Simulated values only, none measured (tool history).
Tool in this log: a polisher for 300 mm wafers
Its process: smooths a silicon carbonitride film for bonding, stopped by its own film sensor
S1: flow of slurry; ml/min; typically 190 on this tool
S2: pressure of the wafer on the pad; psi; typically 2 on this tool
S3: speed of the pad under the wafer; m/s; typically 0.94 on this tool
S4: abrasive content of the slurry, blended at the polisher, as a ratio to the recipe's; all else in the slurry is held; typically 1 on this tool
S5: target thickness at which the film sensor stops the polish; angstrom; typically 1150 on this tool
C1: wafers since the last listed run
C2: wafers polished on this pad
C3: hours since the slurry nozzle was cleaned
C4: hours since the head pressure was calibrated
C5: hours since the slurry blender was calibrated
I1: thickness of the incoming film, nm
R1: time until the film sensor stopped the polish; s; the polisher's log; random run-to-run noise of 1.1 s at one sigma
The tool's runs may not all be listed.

Run 1, hour 0: usual settings but S4 0.85; C1 0; C2 1233; C3 254.3; C4 740.9; C5 538.1; I1 129.7. Result: R1 79.7 s.
At hour 19.3: slurry blender recalibrated.
Run 2, hour 62.1: usual settings but S4 0.85; C1 480; C2 1713; C3 316.4; C4 803; C5 42.8; I1 129.2. Result: R1 77.5 s.
Run 3, hour 130.8: usual settings but S4 0.85; C1 549; C2 2263; C3 385.1; C4 871.7; C5 111.5; I1 129.6. Result: R1 82.6 s.
Run 4, hour 200.8: usual settings; C1 559; C2 2823; C3 455.1; C4 941.7; C5 181.5; I1 129.9. Result: R1 78.5 s.
At hour 218.1: worn pad replaced by a new one.
Run 5, hour 254.8: usual settings; C1 399; C2 293; C3 509.1; C4 995.7; C5 235.5; I1 130.1. Result: R1 86.6 s.
Run 6, hour 351.3: usual settings but S2 1.6 psi; C1 771; C2 1065; C3 605.6; C4 1092.2; C5 332; I1 129.3. Result: R1 102.4 s.
Run 7, hour 388.3: usual settings but S3 0.78 m/s; C1 295; C2 1361; C3 642.6; C4 1129.2; C5 369; I1 131.2. Result: R1 104 s.
At hour 412.7: slurry nozzle cleaned.
Run 8, hour 434.3: usual settings; C1 359; C2 1721; C3 21.6; C4 1175.2; C5 415; I1 131.6. Result: R1 95.8 s.
At hour 445.1: worn pad replaced by a new one, repeated, since the last time left the tool worse.
Run 9, hour 461.4: usual settings; C1 184; C2 130; C3 48.7; C4 1202.3; C5 442.1; I1 130.9. Result: R1 78.9 s.
At hour 496: slurry blender recalibrated.
Run 10, hour 504.1: usual settings; C1 325; C2 455; C3 91.4; C4 1245; C5 8.1; I1 132.7. Result: R1 86.1 s.
Run 11, hour 529.4: usual settings; C1 202; C2 658; C3 116.7; C4 1270.3; C5 33.4; I1 130.7. Result: R1 75.9 s.
Run 12, hour 568.6: usual settings; C1 313; C2 971; C3 155.9; C4 1309.5; C5 72.6; I1 131.4. Result: R1 82.7 s.
Run 13, hour 636.6: usual settings but S3 0.88 m/s, S5 1170 angstrom; C1 543; C2 1515; C3 223.9; C4 1377.5; C5 140.6; I1 129.7. Result: R1 67.8 s.
Run 14, hour 663.3: usual settings but S1 165 ml/min; C1 213; C2 1729; C3 250.6; C4 1404.2; C5 167.3; I1 131.5. Result: R1 81.9 s.
At hour 695.2: head pressure recalibrated.
Run 15, hour 697.3: usual settings but S1 245 ml/min, S3 1.04 m/s; C1 255; C2 1985; C3 284.6; C4 2.1; C5 201.3; I1 130.2. Result: R1 68.6 s.
At hour 737.7: worn pad replaced by a new one.
Run 16, hour 746.5: usual settings but S2 2.6 psi, S3 1.16 m/s, S5 1180 angstrom; C1 361; C2 70; C3 333.8; C4 51.3; C5 250.5; I1 130.8. Result: R1 42.2 s.
Run 17, hour 805.8: usual settings but S1 125 ml/min, S2 1.5 psi, S4 0.8, S5 1190 angstrom; C1 474; C2 545; C3 393.1; C4 110.6; C5 309.8; I1 131.7. Result: R1 97.2 s.
Run 18, hour 831.9: usual settings; C1 208; C2 753; C3 419.2; C4 136.7; C5 335.9; I1 131.3. Result: R1 77.4 s.
Run 19, hour 877.7: usual settings but S1 170 ml/min, S2 1.3 psi, S5 1110 angstrom; C1 366; C2 1120; C3 465; C4 182.5; C5 381.7; I1 131.2. Result: R1 153 s.
Run 20, hour 934.5: usual settings but S2 1.6 psi, S5 1200 angstrom; C1 454; C2 1574; C3 521.8; C4 239.3; C5 438.5; I1 128.8. Result: R1 54.7 s.
At hour 958.8: slurry blender recalibrated.
Run 21, hour 974.8: usual settings but S2 1.7 psi; C1 306; C2 1880; C3 562.1; C4 279.6; C5 16; I1 130.9. Result: R1 92 s.
Run 22, hour 1009.1: usual settings but S2 2.5 psi; C1 274; C2 2155; C3 596.4; C4 313.9; C5 50.3; I1 130.9. Result: R1 64.5 s.
Run 23, hour 1048.5: usual settings but S1 145 ml/min, S2 1.8 psi, S5 1200 angstrom; C1 315; C2 2470; C3 635.8; C4 353.3; C5 89.7; I1 131.9. Result: R1 68.8 s.
At hour 1066.4: worn pad replaced by a new one.
Run 24, hour 1107.2: usual settings; C1 437; C2 326; C3 694.5; C4 412; C5 148.4; I1 129.1. Result: R1 70.6 s.
At hour 1120: slurry nozzle cleaned.
Run 25, hour 1149.6: usual settings but S3 0.76 m/s, S5 1100 angstrom; C1 331; C2 657; C3 29.6; C4 454.4; C5 190.8; I1 129.9. Result: R1 109.6 s.
Run 26, hour 1201.4: usual settings but S1 170 ml/min, S2 1.8 psi, S5 1180 angstrom; C1 414; C2 1071; C3 81.4; C4 506.2; C5 242.6; I1 129.4. Result: R1 63.3 s.
Run 27, hour 1239.9: usual settings but S3 0.68 m/s, S4 0.8; C1 307; C2 1379; C3 119.9; C4 544.7; C5 281.1; I1 128.8. Result: R1 93.4 s.
Run 28, hour 1297: usual settings but S2 1.8 psi, S4 0.7; C1 456; C2 1836; C3 177; C4 601.8; C5 338.2; I1 129.8. Result: R1 99.3 s.
Run 29, hour 1323.6: usual settings; C1 212; C2 2049; C3 203.6; C4 628.4; C5 364.8; I1 131.3. Result: R1 85.9 s.
At hour 1380.3: worn pad replaced by a new one.
Run 30, hour 1384.5: usual settings; C1 455; C2 33; C3 264.5; C4 689.3; C5 425.7; I1 129. Result: R1 69.6 s.
At hour 1404.2: slurry blender recalibrated.
Run 31, hour 1456.3: usual settings but S4 1.15, S5 1120 angstrom; C1 558; C2 591; C3 336.3; C4 761.1; C5 52.1; I1 129.9. Result: R1 82 s.

What was the tool's hidden state at every run in the log?
slurry flow missing at the pad, %: 0 at every run
deviation of the head's pressure from its setpoint, %: 0 at every run
abrasive missing from the slurry, %: 0 at every run
H1: removal rate lost through wear of the pad, %
run      H1
  1    2.25
  2    3.43
  3    5.19
  4    7.47
  5    13.1
  6      14
  7    14.5
  8    15.4
  9   0.788
 10   0.952
 11    1.14
 12    1.55
 13    2.65
 14    3.21
 15    4.03
 16  0.0507
 17   0.284
 18   0.501
 19    1.05
 20    2.03
 21    2.92
 22    3.81
 23    4.99
 24   0.549
 25   0.818
 26     1.4
 27       2
 28    3.18
 29    3.85
 30   0.717
 31    1.01

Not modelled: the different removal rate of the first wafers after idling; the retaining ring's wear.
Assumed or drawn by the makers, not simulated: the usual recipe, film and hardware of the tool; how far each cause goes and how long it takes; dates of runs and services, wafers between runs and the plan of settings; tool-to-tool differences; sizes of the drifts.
